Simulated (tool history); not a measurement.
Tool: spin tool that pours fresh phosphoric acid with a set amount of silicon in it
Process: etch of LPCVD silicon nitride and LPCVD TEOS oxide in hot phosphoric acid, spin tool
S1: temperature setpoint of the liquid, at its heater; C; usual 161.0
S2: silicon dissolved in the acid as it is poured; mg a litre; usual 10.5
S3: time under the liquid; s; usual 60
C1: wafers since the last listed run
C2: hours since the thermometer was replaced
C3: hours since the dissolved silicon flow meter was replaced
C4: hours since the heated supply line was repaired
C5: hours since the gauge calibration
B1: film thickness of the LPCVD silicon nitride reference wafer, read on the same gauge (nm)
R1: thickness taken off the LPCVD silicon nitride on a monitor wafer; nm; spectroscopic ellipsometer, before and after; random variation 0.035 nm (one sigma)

Run 1, hour 0.0: usual settings; C1 0; C2 1823.7; C3 2177.4; C4 820.2; C5 742.3; B1 49.97. Result: R1 5.64 nm.
At hour 68.9: thermometer replaced.
At hour 69.6: heated supply line repaired.
Run 2, hour 105.2: usual settings; C1 828; C2 36.3; C3 2282.6; C4 35.6; C5 847.5; B1 49.96. Result: R1 5.54 nm.
Run 3, hour 134.1: usual settings but S2 13.5 mg a litre; C1 231; C2 65.2; C3 2311.5; C4 64.5; C5 876.4; B1 49.98. Result: R1 5.42 nm.
At hour 155.6: dissolved silicon flow meter replaced.
Run 4, hour 163.1: usual settings but S2 13.5 mg a litre; C1 224; C2 94.2; C3 7.5; C4 93.5; C5 905.4; B1 50.02. Result: R1 5.49 nm.
Run 5, hour 181.5: usual settings but S1 159.5 C, S3 45 s; C1 147; C2 112.6; C3 25.9; C4 111.9; C5 923.8; B1 50.00. Result: R1 3.95 nm.
Run 6, hour 216.8: usual settings but S3 45 s; C1 282; C2 147.9; C3 61.2; C4 147.2; C5 959.1; B1 50.02. Result: R1 4.17 nm.
At hour 229.4: gauge calibrated.
Run 7, hour 249.4: usual settings but S1 160.0 C, S2 5.5 mg a litre, S3 80 s; C1 261; C2 180.5; C3 93.8; C4 179.8; C5 20.0; B1 50.02. Result: R1 7.08 nm.
Run 8, hour 263.4: usual settings but S2 17.0 mg a litre; C1 112; C2 194.5; C3 107.8; C4 193.8; C5 34.0; B1 50.00. Result: R1 5.49 nm.
Run 9, hour 284.1: usual settings but S1 163.0 C, S2 17.5 mg a litre, S3 95 s; C1 165; C2 215.2; C3 128.5; C4 214.5; C5 54.7; B1 49.99. Result: R1 9.35 nm.
Run 10, hour 318.3: usual settings but S1 163.5 C, S2 14.5 mg a litre, S3 70 s; C1 274; C2 249.4; C3 162.7; C4 248.7; C5 88.9; B1 50.01. Result: R1 6.95 nm.
Run 11, hour 349.2: usual settings but S3 25 s; C1 247; C2 280.3; C3 193.6; C4 279.6; C5 119.8; B1 50.02. Result: R1 2.32 nm.
Run 12, hour 365.9: usual settings but S2 17.5 mg a litre; C1 133; C2 297.0; C3 210.3; C4 296.3; C5 136.5; B1 49.99. Result: R1 5.51 nm.
Run 13, hour 401.4: usual settings but S1 159.0 C, S2 4.5 mg a litre; C1 284; C2 332.5; C3 245.8; C4 331.8; C5 172.0; B1 49.98. Result: R1 5.15 nm.
Run 14, hour 421.7: usual settings but S1 159.5 C; C1 162; C2 352.8; C3 266.1; C4 352.1; C5 192.3; B1 50.00. Result: R1 5.30 nm.
Run 15, hour 435.6: usual settings; C1 111; C2 366.7; C3 280.0; C4 366.0; C5 206.2; B1 50.04. Result: R1 5.44 nm.
Run 16, hour 449.0: usual settings but S1 160.0 C, S3 30 s; C1 107; C2 380.1; C3 293.4; C4 379.4; C5 219.6; B1 50.04. Result: R1 2.65 nm.
Run 17, hour 473.1: usual settings; C1 193; C2 404.2; C3 317.5; C4 403.5; C5 243.7; B1 50.01. Result: R1 5.52 nm.
Run 18, hour 509.1: usual settings but S1 159.5 C, S2 16.0 mg a litre, S3 30 s; C1 288; C2 440.2; C3 353.5; C4 439.5; C5 279.7; B1 49.97. Result: R1 2.61 nm.
Run 19, hour 532.5: usual settings but S1 163.0 C, S2 17.0 mg a litre; C1 187; C2 463.6; C3 376.9; C4 462.9; C5 303.1; B1 49.98. Result: R1 5.89 nm.
Run 20, hour 548.1: usual settings but S1 160.0 C, S2 17.0 mg a litre, S3 70 s; C1 124; C2 479.2; C3 392.5; C4 478.5; C5 318.7; B1 49.97. Result: R1 6.26 nm.
Run 21, hour 566.4: usual settings; C1 146; C2 497.5; C3 410.8; C4 496.8; C5 337.0; B1 50.01. Result: R1 5.56 nm.
Run 22, hour 594.5: usual settings but S1 164.0 C, S2 5.0 mg a litre, S3 90 s; C1 225; C2 525.6; C3 438.9; C4 524.9; C5 365.1; B1 49.98. Result: R1 9.09 nm.
Run 23, hour 610.2: usual settings; C1 125; C2 541.3; C3 454.6; C4 540.6; C5 380.8; B1 49.97. Result: R1 5.44 nm.

3 ways to go on from here, each from the tool as it stands after run 23. What would each give?
Run A, hour 610.6: usual settings but S1 162.5 C; C1 3; C2 541.7; C3 455.0; C4 541.0; C5 381.2; B1 ?. Result: R1 ?.
Run B, hour 610.6: usual settings but S3 40 s; C1 3; C2 541.7; C3 455.0; C4 541.0; C5 381.2; B1 ?. Result: R1 ?.
Run C, hour 610.6: usual settings but S2 4.0 mg a litre, S3 30 s; C1 3; C2 541.7; C3 455.0; C4 541.0; C5 381.2; B1 ?. Result: R1 ?.

run     B1    R1
  A  50.01  5.80
  B  50.01  3.68
  C  50.01  2.76
Without the tool's hidden state the same runs would have given:
run    R1
  A  5.72
  B  3.63
  C  2.72

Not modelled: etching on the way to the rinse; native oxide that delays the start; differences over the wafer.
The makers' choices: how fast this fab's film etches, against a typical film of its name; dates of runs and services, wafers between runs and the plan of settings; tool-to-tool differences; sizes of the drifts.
